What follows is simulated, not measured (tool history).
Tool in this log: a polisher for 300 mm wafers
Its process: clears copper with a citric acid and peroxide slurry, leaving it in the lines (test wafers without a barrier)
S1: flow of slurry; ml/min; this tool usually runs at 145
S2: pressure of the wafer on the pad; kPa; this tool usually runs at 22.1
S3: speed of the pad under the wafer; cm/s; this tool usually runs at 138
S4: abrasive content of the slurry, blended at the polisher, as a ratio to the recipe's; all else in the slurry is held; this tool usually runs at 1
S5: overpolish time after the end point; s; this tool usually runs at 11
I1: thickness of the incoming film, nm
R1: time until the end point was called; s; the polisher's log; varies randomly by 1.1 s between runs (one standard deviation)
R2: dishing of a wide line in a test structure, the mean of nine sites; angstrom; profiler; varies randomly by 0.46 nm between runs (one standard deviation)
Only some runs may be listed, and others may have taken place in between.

run	hour	S1	S2	S3	S4	S5	I1	R1	R2
1	0	145	22.1	106	1	11	229	92.7	231
2	61.6	145	22.1	106	1	11	232.3	97.4	215
# hour 68.6: slurry blender recalibrated
# hour 118.5: worn pad replaced by a new one
3	144.7	145	22.1	106	1	11	228.8	90.8	231
4	207.9	145	22.1	114	1	13	229.9	90.9	276
# hour 246.5: slurry blender recalibrated
5	286.2	145	22.1	114	1	13	229	94	260
# hour 310.3: worn pad replaced by a new one
6	342.1	145	22.1	114	1	13	229.5	86.1	286
7	395.7	145	22.1	138	1	7	225.3	71.1	185
# hour 423.2: slurry nozzle cleaned
# hour 439.9: slurry blender recalibrated
8	470.1	145	22.1	138	1	7	231.7	75.8	179
# hour 491: worn pad replaced by a new one
9	573.5	145	22.1	176	1	5	230.6	59.6	166
# hour 608.1: head pressure recalibrated
10	623.1	145	29	174	1	5	229.7	51.5	189
# hour 651.6: slurry blender recalibrated
11	666.5	180	17.9	100	0.9	11	229.8	116.5	183
# hour 674.8: worn pad replaced by a new one
12	730.3	120	15.9	126	1	14	231.1	102.5	257
13	779.6	145	29.6	154	0.85	11	230.2	57.7	353
14	823.7	145	22.1	138	1	11	229	79	266
# hour 847.2: slurry blender recalibrated
# hour 862.1: worn pad replaced by a new one
15	922.1	145	22.1	138	1	11	230.9	71.3	289
16	972.1	145	22.1	178	1	16	226.7	57.9	463

What if the next run were any one of these 4? Each begins from the tool's condition after run 16:
A	972.5	145	22.1	138	1.15	11	226.5	?	?
B	972.5	145	22.1	138	1.3	11	226.5	?	?
C	972.5	145	14.5	178	0.75	11	226.5	?	?
D	972.5	145	18.6	138	1	11	226.5	?	?

run	R1	R2
A	72.1	278
B	70.6	283
C	78.4	255
D	82.1	247
Without the tool's unlogged condition, the same runs would have read:
run	R1	R2
A	67.1	296
B	65.8	302
C	73	272
D	76.4	263
